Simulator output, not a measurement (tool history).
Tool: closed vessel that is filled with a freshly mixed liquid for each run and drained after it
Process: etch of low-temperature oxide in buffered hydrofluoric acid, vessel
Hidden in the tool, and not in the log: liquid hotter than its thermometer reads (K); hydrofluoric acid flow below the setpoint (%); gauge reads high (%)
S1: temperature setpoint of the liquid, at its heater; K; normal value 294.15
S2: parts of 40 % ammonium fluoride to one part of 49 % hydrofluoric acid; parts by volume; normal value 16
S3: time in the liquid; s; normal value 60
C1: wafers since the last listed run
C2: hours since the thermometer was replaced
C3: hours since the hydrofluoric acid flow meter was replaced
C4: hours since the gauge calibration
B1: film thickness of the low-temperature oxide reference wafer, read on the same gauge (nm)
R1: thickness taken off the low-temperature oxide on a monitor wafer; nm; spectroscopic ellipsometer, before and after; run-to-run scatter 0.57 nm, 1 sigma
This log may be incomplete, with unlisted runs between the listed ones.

{"run": 1, "hour": 0.0, "S1": 294.15, "S2": 16, "S3": 40, "C1": 0, "C2": 2313.9, "C3": 856.7, "C4": 396.1, "B1": 49.98, "R1": 71.74}
{"run": 2, "hour": 103.9, "S1": 294.15, "S2": 16, "S3": 40, "C1": 14118, "C2": 2417.8, "C3": 960.6, "C4": 500, "B1": 49.99, "R1": 70.67}
{"run": 3, "hour": 124.9, "S1": 294.15, "S2": 16, "S3": 40, "C1": 2853, "C2": 2438.8, "C3": 981.6, "C4": 521, "B1": 49.99, "R1": 70.82}
{"run": 4, "hour": 146.8, "S1": 290.65, "S2": 16, "S3": 60, "C1": 2975, "C2": 2460.7, "C3": 1003.5, "C4": 542.9, "B1": 50.04, "R1": 86.89}
{"run": 5, "hour": 166.6, "S1": 294.15, "S2": 16, "S3": 60, "C1": 2690, "C2": 2480.5, "C3": 1023.3, "C4": 562.7, "B1": 50.04, "R1": 106.33}
{"run": 6, "hour": 191.8, "S1": 294.15, "S2": 16, "S3": 60, "C1": 3424, "C2": 2505.7, "C3": 1048.5, "C4": 587.9, "B1": 49.97, "R1": 105}
{"run": 7, "hour": 225.4, "S1": 294.15, "S2": 16, "S3": 60, "C1": 4565, "C2": 2539.3, "C3": 1082.1, "C4": 621.5, "B1": 49.99, "R1": 104.89}
{"run": 8, "hour": 248.5, "S1": 294.15, "S2": 16, "S3": 60, "C1": 3139, "C2": 2562.4, "C3": 1105.2, "C4": 644.6, "B1": 49.97, "R1": 106.21}
{"run": 9, "hour": 279.5, "S1": 294.15, "S2": 16, "S3": 60, "C1": 4212, "C2": 2593.4, "C3": 1136.2, "C4": 675.6, "B1": 50.03, "R1": 104.87}
{"run": 10, "hour": 311.5, "S1": 294.15, "S2": 16, "S3": 60, "C1": 4348, "C2": 2625.4, "C3": 1168.2, "C4": 707.6, "B1": 50, "R1": 105.87}
{"run": 11, "hour": 330.4, "S1": 294.15, "S2": 11, "S3": 60, "C1": 2568, "C2": 2644.3, "C3": 1187.1, "C4": 726.5, "B1": 50.03, "R1": 153.52}
{"run": 12, "hour": 354.5, "S1": 294.15, "S2": 11, "S3": 60, "C1": 3274, "C2": 2668.4, "C3": 1211.2, "C4": 750.6, "B1": 50.04, "R1": 153.05}
{"run": 13, "hour": 367.4, "S1": 294.15, "S2": 16, "S3": 60, "C1": 1752, "C2": 2681.3, "C3": 1224.1, "C4": 763.5, "B1": 50.03, "R1": 105.56}
{"run": 14, "hour": 402.1, "S1": 294.15, "S2": 16, "S3": 60, "C1": 4715, "C2": 2716, "C3": 1258.8, "C4": 798.2, "B1": 49.98, "R1": 105.06}
{"run": 15, "hour": 454.0, "S1": 294.15, "S2": 16, "S3": 60, "C1": 7052, "C2": 2767.9, "C3": 1310.7, "C4": 850.1, "B1": 50.02, "R1": 104.32}
{"hour": 469.3, "done": "gauge calibrated"}
{"run": 16, "hour": 482.2, "S1": 294.15, "S2": 16, "S3": 60, "C1": 3832, "C2": 2796.1, "C3": 1338.9, "C4": 12.9, "B1": 50.04, "R1": 105.14}
{"run": 17, "hour": 510.4, "S1": 296.65, "S2": 16, "S3": 85, "C1": 3832, "C2": 2824.3, "C3": 1367.1, "C4": 41.1, "B1": 49.98, "R1": 171.25}
{"run": 18, "hour": 544.5, "S1": 290.15, "S2": 18.5, "S3": 35, "C1": 4633, "C2": 2858.4, "C3": 1401.2, "C4": 75.2, "B1": 50.03, "R1": 41.83}
{"run": 19, "hour": 573.9, "S1": 294.15, "S2": 11.5, "S3": 60, "C1": 3995, "C2": 2887.8, "C3": 1430.6, "C4": 104.6, "B1": 49.99, "R1": 144.48}
{"run": 20, "hour": 602.8, "S1": 290.65, "S2": 16, "S3": 85, "C1": 3927, "C2": 2916.7, "C3": 1459.5, "C4": 133.5, "B1": 50.01, "R1": 120.6}
{"run": 21, "hour": 634.2, "S1": 294.15, "S2": 21, "S3": 90, "C1": 4266, "C2": 2948.1, "C3": 1490.9, "C4": 164.9, "B1": 50.04, "R1": 124.71}
{"run": 22, "hour": 663.1, "S1": 294.15, "S2": 16, "S3": 60, "C1": 3927, "C2": 2977, "C3": 1519.8, "C4": 193.8, "B1": 49.99, "R1": 104.34}
{"hour": 673.2, "done": "hydrofluoric acid flow meter replaced"}
{"run": 23, "hour": 698.0, "S1": 297.65, "S2": 19, "S3": 30, "C1": 4606, "C2": 3011.9, "C3": 24.8, "C4": 228.7, "B1": 49.96, "R1": 57.12}
{"hour": 704.6, "done": "thermometer replaced"}
{"run": 24, "hour": 713.8, "S1": 294.15, "S2": 16, "S3": 60, "C1": 2011, "C2": 9.2, "C3": 40.6, "C4": 244.5, "B1": 50.01, "R1": 111.85}
{"run": 25, "hour": 728.6, "S1": 294.15, "S2": 14, "S3": 60, "C1": 2011, "C2": 24, "C3": 55.4, "C4": 259.3, "B1": 50.07, "R1": 128}
{"run": 26, "hour": 741.2, "S1": 290.15, "S2": 14, "S3": 95, "C1": 1712, "C2": 36.6, "C3": 68, "C4": 271.9, "B1": 49.99, "R1": 160.19}
{"run": 27, "hour": 753.4, "S1": 291.15, "S2": 16, "S3": 60, "C1": 1657, "C2": 48.8, "C3": 80.2, "C4": 284.1, "B1": 49.98, "R1": 94.95}
{"run": 28, "hour": 770.6, "S1": 298.15, "S2": 10.5, "S3": 85, "C1": 2337, "C2": 66, "C3": 97.4, "C4": 301.3, "B1": 49.99, "R1": 295.11}
{"run": 29, "hour": 796.0, "S1": 294.15, "S2": 11, "S3": 60, "C1": 3451, "C2": 91.4, "C3": 122.8, "C4": 326.7, "B1": 50, "R1": 161.39}
{"run": 30, "hour": 818.7, "S1": 292.65, "S2": 16, "S3": 60, "C1": 3084, "C2": 114.1, "C3": 145.5, "C4": 349.4, "B1": 50.03, "R1": 102.72}
{"run": 31, "hour": 849.7, "S1": 294.15, "S2": 16, "S3": 60, "C1": 4212, "C2": 145.1, "C3": 176.5, "C4": 380.4, "B1": 49.99, "R1": 111.82}
{"run": 32, "hour": 878.1, "S1": 290.15, "S2": 16, "S3": 60, "C1": 3859, "C2": 173.5, "C3": 204.9, "C4": 408.8, "B1": 49.97, "R1": 87.9}
{"run": 33, "hour": 898.3, "S1": 294.15, "S2": 16, "S3": 70, "C1": 2744, "C2": 193.7, "C3": 225.1, "C4": 429, "B1": 50.02, "R1": 129.75}

How would selected steps in R1 from run to run divide? Give the signed amount a tool lacking its hidden state would still show from settings, what came in and random variation, and the signed amount left for the hidden state, including any gauge scatter that is not in both of the compared results.
Run 17 -> 18: S1 296.65 -> 290.15, S2 16 -> 18.5, S3 85 -> 35. R1 -129.42 nm: hidden state +10.73, all else -140.15.
Run 18 -> 19: S1 290.15 -> 294.15, S2 18.5 -> 11.5, S3 35 -> 60. R1 +102.65 nm: hidden state -8.88, all else +111.53.
Run 22 -> 23: S1 294.15 -> 297.65, S2 16 -> 19, S3 60 -> 30, hydrofluoric acid flow meter replaced. R1 -47.22 nm: hidden state +9.03, all else -56.25.
Run 27 -> 28: S1 291.15 -> 298.15, S2 16 -> 10.5, S3 60 -> 85. R1 +200.16 nm: hidden state -2.21, all else +202.37.
Run 28 -> 29: S1 298.15 -> 294.15, S2 10.5 -> 11, S3 85 -> 60. R1 -133.72 nm: hidden state +1.25, all else -134.97.
